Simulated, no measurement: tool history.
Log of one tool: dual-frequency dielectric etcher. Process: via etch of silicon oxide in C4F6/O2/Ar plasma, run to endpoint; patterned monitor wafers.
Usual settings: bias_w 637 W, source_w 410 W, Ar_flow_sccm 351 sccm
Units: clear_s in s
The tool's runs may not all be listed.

run   hour  bias_w  source_w  Ar_flow_sccm  incoming incoming film thickness, nm  clear_s
  1    0.0     637       410           351                                 113.1     23.5
  2   18.9     637       410           351                                 114.4     23.6
  3   47.5     637       410           351                                 113.2     23.5
      76.0  -- Ar flow controller replaced
  4   81.9     637       410           351                                 113.4     23.9
  5  110.3     541       410           389                                 113.7     26.3
     149.6  -- wet clean of the chamber
  6  150.1     541       410           389                                 114.2     24.7
  7  238.2     557       360           384                                 114.4     26.2
  8  264.7     727       410           422                                 113.7     21.7
  9  279.6     637       410           351                                 113.5     22.8
 10  312.9     750       410           351                                 112.9     21.2
 11  328.3     725       480           378                                 113.3     20.3
     348.7  -- source power generator calibrated
 12  358.0     779       410           308                                 112.8     20.6
 13  383.2     637       410           351                                 113.4     23.3
 14  404.9     637       410           289                                 113.2     22.3
 15  420.0     542       410           351                                 114.6     25.4
 16  442.0     637       410           351                                 112.8     23.1
 17  472.5     637       410           351                                 112.3     23.1
 18  491.5     704       460           265                                 113.2     20.6
 19  504.6     637       410           351                                 114.0     23.1
 20  531.3     637       440           351                                 113.1     22.7
     566.3  -- bias power generator calibrated
     580.7  -- upper electrode replaced
 21  601.1     637       410           351                                 113.8     23.9
 22  682.5     637       410           351                                 113.1     23.8
     755.0  -- wet clean of the chamber
 23  781.9     637       410           351                                 113.5     22.8
 24  798.4     637       450           351                                 114.1     22.1
 25  823.0     776       370           412                                 112.9     21.9
 26  835.9     590       320           314                                 114.4     25.8
 27  866.1     484       480           351                                 113.6     24.6
 28  887.3     637       410           351                                 112.4     22.7
 29  918.4     557       410           289                                 113.2     24.3

4 ways to go on from here, each from the tool as it stands after run 29. What would each give?
  A  918.8     637       410           329                                 113.2        ?
  B  918.8     637       350           351                                 113.2        ?
  C  918.8     637       410           283                                 113.2        ?
  D  918.8     572       380           388                                 113.2        ?

run  clear_s
  A     22.7
  B     24.3
  C     22.3
  D     25.1
Without the tool's hidden state the same runs would have given:
run  clear_s
  A     22.3
  B     23.8
  C     21.9
  D     24.6
